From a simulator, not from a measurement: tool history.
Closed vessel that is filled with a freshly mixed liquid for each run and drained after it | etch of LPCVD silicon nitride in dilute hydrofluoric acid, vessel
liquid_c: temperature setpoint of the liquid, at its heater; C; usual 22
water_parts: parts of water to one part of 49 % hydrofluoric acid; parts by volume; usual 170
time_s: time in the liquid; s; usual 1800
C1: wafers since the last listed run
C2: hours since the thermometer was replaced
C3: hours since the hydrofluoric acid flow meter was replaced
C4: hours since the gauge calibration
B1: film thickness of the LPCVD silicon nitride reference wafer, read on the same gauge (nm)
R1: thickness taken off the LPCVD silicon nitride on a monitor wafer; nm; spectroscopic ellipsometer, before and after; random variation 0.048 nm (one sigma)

Run 1, hour 0: usual settings but liquid_c 24 C; C1 0; C2 63.3; C3 325; C4 170.8; B1 59.997. Result: R1 6.229 nm.
Run 2, hour 32.9: usual settings but liquid_c 24 C; C1 1652; C2 96.2; C3 357.9; C4 203.7; B1 59.996. Result: R1 6.18 nm.
Run 3, hour 62: usual settings but liquid_c 24 C; C1 1461; C2 125.3; C3 387; C4 232.8; B1 60.006. Result: R1 6.141 nm.
Run 4, hour 96.6: usual settings but water_parts 210 parts by volume; C1 1738; C2 159.9; C3 421.6; C4 267.4; B1 59.996. Result: R1 4.455 nm.
Run 5, hour 131.1: usual settings but water_parts 210 parts by volume; C1 1733; C2 194.4; C3 456.1; C4 301.9; B1 60. Result: R1 4.402 nm.
Run 6, hour 165.9: usual settings but water_parts 210 parts by volume; C1 1748; C2 229.2; C3 490.9; C4 336.7; B1 60.012. Result: R1 4.35 nm.
Run 7, hour 180: usual settings; C1 708; C2 243.3; C3 505; C4 350.8; B1 60.023. Result: R1 5.439 nm.
Run 8, hour 199.5: usual settings; C1 979; C2 262.8; C3 524.5; C4 370.3; B1 59.976. Result: R1 5.354 nm.
Run 9, hour 227.3: usual settings; C1 1396; C2 290.6; C3 552.3; C4 398.1; B1 60.024. Result: R1 5.304 nm.
Run 10, hour 261.6: usual settings; C1 1723; C2 324.9; C3 586.6; C4 432.4; B1 60.021. Result: R1 5.353 nm.
Run 11, hour 276.4: usual settings; C1 743; C2 339.7; C3 601.4; C4 447.2; B1 59.969. Result: R1 5.361 nm.
Run 12, hour 304.8: usual settings; C1 1426; C2 368.1; C3 629.8; C4 475.6; B1 60.006. Result: R1 5.269 nm.
At hour 306.1: gauge calibrated.
Run 13, hour 326.1: usual settings; C1 1069; C2 389.4; C3 651.1; C4 20; B1 59.995. Result: R1 5.276 nm.
Run 14, hour 352.3: usual settings; C1 1316; C2 415.6; C3 677.3; C4 46.2; B1 59.996. Result: R1 5.325 nm.
Run 15, hour 369.1: usual settings; C1 843; C2 432.4; C3 694.1; C4 63; B1 59.984. Result: R1 5.393 nm.
Run 16, hour 383.7: usual settings but liquid_c 24.5 C, water_parts 90 parts by volume, time_s 1365 s; C1 733; C2 447; C3 708.7; C4 77.6; B1 60.013. Result: R1 8.731 nm.
At hour 386: thermometer replaced.
Run 17, hour 397.1: usual settings but liquid_c 26.5 C, water_parts 210 parts by volume, time_s 1430 s; C1 622; C2 11.1; C3 722.1; C4 91; B1 60.015. Result: R1 4.717 nm.
Run 18, hour 417.2: usual settings but water_parts 210 parts by volume; C1 1009; C2 31.2; C3 742.2; C4 111.1; B1 59.995. Result: R1 4.486 nm.
Run 19, hour 450: usual settings but liquid_c 17.5 C, water_parts 115 parts by volume; C1 1647; C2 64; C3 775; C4 143.9; B1 59.999. Result: R1 6.061 nm.
Run 20, hour 465.2: usual settings; C1 763; C2 79.2; C3 790.2; C4 159.1; B1 59.986. Result: R1 5.549 nm.
Run 21, hour 488.8: usual settings but time_s 1420 s; C1 1185; C2 102.8; C3 813.8; C4 182.7; B1 60.006. Result: R1 4.362 nm.
At hour 497.8: hydrofluoric acid flow meter replaced.
Run 22, hour 516.1: usual settings but liquid_c 24.5 C, time_s 2285 s; C1 1321; C2 130.1; C3 18.3; C4 210; B1 60.006. Result: R1 8.225 nm.
Run 23, hour 551.7: usual settings but liquid_c 20.5 C; C1 1788; C2 165.7; C3 53.9; C4 245.6; B1 60.02. Result: R1 5.003 nm.
Run 24, hour 565.8: usual settings; C1 708; C2 179.8; C3 68; C4 259.7; B1 60.007. Result: R1 5.321 nm.
Run 25, hour 599.8: usual settings but liquid_c 23.5 C, water_parts 195 parts by volume, time_s 800 s; C1 1707; C2 213.8; C3 102; C4 293.7; B1 60.014. Result: R1 2.317 nm.
Run 26, hour 648.4: usual settings; C1 2441; C2 262.4; C3 150.6; C4 342.3; B1 59.988. Result: R1 5.34 nm.
Run 27, hour 676.7: usual settings but water_parts 140 parts by volume, time_s 855 s; C1 1421; C2 290.7; C3 178.9; C4 370.6; B1 59.986. Result: R1 3.066 nm.
Run 28, hour 692.8: usual settings but liquid_c 25.5 C, water_parts 195 parts by volume, time_s 1400 s; C1 808; C2 306.8; C3 195; C4 386.7; B1 59.989. Result: R1 4.612 nm.
Run 29, hour 715.6: usual settings but liquid_c 23.5 C, water_parts 130 parts by volume, time_s 2670 s; C1 1145; C2 329.6; C3 217.8; C4 409.5; B1 60. Result: R1 11.442 nm.

Some steps in R1 between neighbouring runs. How much of each would the tool show without its hidden state too (settings, what came in, random variation), and how much is left for the hidden state, with any gauge scatter that isn't in both results?
The hidden state here: liquid colder than its thermometer reads (K); hydrofluoric acid flow above the setpoint (%); gauge reads high (%).
Run 16 -> 17: liquid_c 24.5 -> 26.5, water_parts 90 -> 210, time_s 1365 -> 1430, thermometer replaced. R1 -4.014 nm: hidden state +0.451, all else -4.465.
Run 28 -> 29: liquid_c 25.5 -> 23.5, water_parts 195 -> 130, time_s 1400 -> 2670. R1 +6.83 nm: hidden state -0.275, all else +7.105.
